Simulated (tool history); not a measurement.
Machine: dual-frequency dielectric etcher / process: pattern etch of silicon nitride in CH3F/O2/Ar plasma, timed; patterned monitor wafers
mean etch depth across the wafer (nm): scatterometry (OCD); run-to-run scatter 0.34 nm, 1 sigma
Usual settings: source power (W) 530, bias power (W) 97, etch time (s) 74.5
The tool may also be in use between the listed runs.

run    hour  source power (W)  bias power (W)  etch time (s)  wafers since the last listed run  hours since the last wet clean  hours since the last source power generator calibration  hours since the last bias power generator calibration  hours since the last upper electrode change  hours since the gauge calibration  read-back reference wafer on the same gauge, depth_nm  mean etch depth across the wafer (nm)
  1     0.0               530              97           74.5                                 0                           588.8                                                   1358.8                                                 2823.5                                       2817.1                             1710.4                                                   75.4                                   66.6
       93.0  -- wet clean of the chamber
  2   101.4               530             103           74.5                               826                             8.4                                                   1460.2                                                 2924.9                                       2918.5                             1811.8                                                   75.5                                   65.9
  3   181.1               530             103           74.5                               851                            88.1                                                   1539.9                                                 3004.6                                       2998.2                             1891.5                                                   75.5                                   66.3
  4   283.9               530              97           74.5                              1097                           190.9                                                   1642.7                                                 3107.4                                       3101.0                             1994.3                                                   75.6                                   65.4
  5   349.6               530              97           74.5                               701                           256.6                                                   1708.4                                                 3173.1                                       3166.7                             2060.0                                                   75.5                                   65.3
  6   453.5               530              97           74.5                              1109                           360.5                                                   1812.3                                                 3277.0                                       3270.6                             2163.9                                                   75.7                                   66.6
      559.3  -- gauge calibrated
  7   559.7               530              97           74.5                              1133                           466.7                                                   1918.5                                                 3383.2                                       3376.8                                0.4                                                   75.5                                   66.1
      579.9  -- bias power generator calibrated
  8   623.8               530              97           74.5                               641                           530.8                                                   1982.6                                                   43.9                                       3440.9                               64.5                                                   75.6                                   66.5
  9   666.6               530              97           74.5                               457                           573.6                                                   2025.4                                                   86.7                                       3483.7                              107.3                                                   75.5                                   66.4
 10   705.6               530              84           74.5                               416                           612.6                                                   2064.4                                                  125.7                                       3522.7                              146.3                                                   75.6                                   64.4
      796.3  -- wet clean of the chamber
 11  1014.3               530              84           74.5                              3039                           218.0                                                   2373.1                                                  434.4                                       3831.4                              455.0                                                   75.5                                   66.7
 12  1111.7               530              97           64.5                              1040                           315.4                                                   2470.5                                                  531.8                                       3928.8                              552.4                                                   75.7                                   60.2
     1229.3  -- wet clean of the chamber, repeated, since the last time left the tool worse
 13  1229.8               450              97           74.5                              1004                             0.5                                                   2588.6                                                  649.9                                       4046.9                              670.5                                                   75.6                                   62.0
 14  1269.0               450              97           74.5                               418                            39.7                                                   2627.8                                                  689.1                                       4086.1                              709.7                                                   75.5                                   61.4
     1327.5  -- upper electrode replaced
 15  1328.0               430              83           86.5                               373                            98.7                                                   2686.8                                                  748.1                                          0.5                              768.7                                                   75.4                                   68.5
     1372.0  -- source power generator calibrated
 16  1380.3               530             117           74.5                               515                           151.0                                                      8.3                                                  800.4                                         52.8                              821.0                                                   75.5                                   68.1
 17  1474.5               450              97           74.5                              1005                           245.2                                                    102.5                                                  894.6                                        147.0                              915.2                                                   75.5                                   62.0
 18  1516.3               640              78           74.5                               446                           287.0                                                    144.3                                                  936.4                                        188.8                              957.0                                                   75.5                                   66.4
 19  1573.4               530              97           74.5                               609                           344.1                                                    201.4                                                  993.5                                        245.9                             1014.1                                                   75.6                                   65.8
 20  1660.0               530              97           74.5                               924                           430.7                                                    288.0                                                 1080.1                                        332.5                             1100.7                                                   75.5                                   66.2
 21  1715.5               530              81           74.5                               592                           486.2                                                    343.5                                                 1135.6                                        388.0                             1156.2                                                   75.4                                   63.5
     1775.7  -- wet clean of the chamber
 22  1789.8               530             114           74.5                               537                            14.1                                                    417.8                                                 1209.9                                        462.3                             1230.5                                                   75.5                                   67.3

What if the next run were any one of these 3? Each begins from the tool's condition after run 22:
  A  1790.2               530              97           74.5                                 4                            14.5                                                    418.2                                                 1210.3                                        462.7                             1230.9                                                      ?                                      ?
  B  1790.2               530              97           61.0                                 4                            14.5                                                    418.2                                                 1210.3                                        462.7                             1230.9                                                      ?                                      ?
  C  1790.2               420              97           74.5                                 4                            14.5                                                    418.2                                                 1210.3                                        462.7                             1230.9                                                      ?                                      ?

run  read-back reference wafer on the same gauge, depth_nm  mean etch depth across the wafer (nm)
  A                                                   75.5                                   65.5
  B                                                   75.5                                   53.6
  C                                                   75.5                                   61.1
The same runs, with their run-to-run variation unchanged, on a tool lacking any hidden condition would have given:
run  mean etch depth across the wafer (nm)
  A                                   65.5
  B                                   53.7
  C                                   61.1
